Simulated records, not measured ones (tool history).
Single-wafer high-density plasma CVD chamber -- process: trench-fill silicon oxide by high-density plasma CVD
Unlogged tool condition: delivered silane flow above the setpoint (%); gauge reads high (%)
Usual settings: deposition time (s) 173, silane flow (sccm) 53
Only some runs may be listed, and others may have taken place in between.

run    hour  deposition time (s)  silane flow (sccm)  wafers since the last listed run  hours since the silane flow controller was replaced  hours since the gauge calibration  read-back reference wafer on the same gauge, thickness_nm  mean film thickness on the monitor wafer (angstrom)
  1       0                  173                  55                                 0                                               2715.6                              566.3                                                    960.003                                              8894.51
  2    36.1                  173                  53                               381                                               2751.7                              602.4                                                     957.92                                              8603.77
  3    98.9                  173                  53                               664                                               2814.5                              665.2                                                     959.33                                              8519.39
  4   158.5                  173                  53                               630                                               2874.1                              724.8                                                    960.673                                               8524.9
  5   195.2                  173                  53                               388                                               2910.8                              761.5                                                     960.43                                              8571.99
  6   226.1                  173                  53                               326                                               2941.7                              792.4                                                     959.05                                              8564.62
  7   295.9                  173                  53                               738                                               3011.5                              862.2                                                    959.146                                               8540.1
  8   350.3                  173                  53                               575                                               3065.9                              916.6                                                    960.643                                              8464.17
  9   401.8                  173                  53                               544                                               3117.4                              968.1                                                    958.773                                              8562.34
 10   452.5                  173                  61                               536                                               3168.1                             1018.8                                                    957.788                                              9689.84
 11   491.8                  173                  61                               415                                               3207.4                             1058.1                                                     959.68                                               9768.5
 12     556                  173                  61                               679                                               3271.6                             1122.3                                                    960.418                                              9787.24
      575.9  -- gauge calibrated
 13   582.4                  194                  47                               279                                                 3298                                6.5                                                    960.087                                               8497.4
 14   621.3                  150                  53                               411                                               3336.9                               45.4                                                    959.574                                              7361.28
 15   671.5                  173                  53                               530                                               3387.1                               95.6                                                    960.994                                              8451.59
 16   723.4                  173                  46                               548                                                 3439                              147.5                                                    958.703                                               7349.3
 17   758.3                  173                  46                               369                                               3473.9                              182.4                                                     959.47                                               7374.4
 18   797.6                  164                  50                               415                                               3513.2                              221.7                                                    959.964                                              7634.24
 19   853.2                  161                  45                               588                                               3568.8                              277.3                                                    959.844                                              6768.55
 20   881.2                  173                  53                               296                                               3596.8                              305.3                                                    960.313                                              8411.94
 21   929.6                  206                  53                               511                                               3645.2                              353.7                                                    961.254                                              9996.34
 22   979.9                  160                  60                               532                                               3695.5                                404                                                    960.724                                              8739.29
 23  1046.5                  173                  53                               704                                               3762.1                              470.6                                                    960.486                                              8476.24

Run 24 comes next. What will it give?
 24  1134.8                  149                  47                               933                                               3850.4                              558.9                                                          ?                                                    ?

read-back reference wafer on the same gauge, thickness_nm: 959.823
mean film thickness on the monitor wafer (angstrom): 6361.21
Minus the tool's unlogged condition, the same run would have read mean film thickness on the monitor wafer (angstrom) 6742.65.
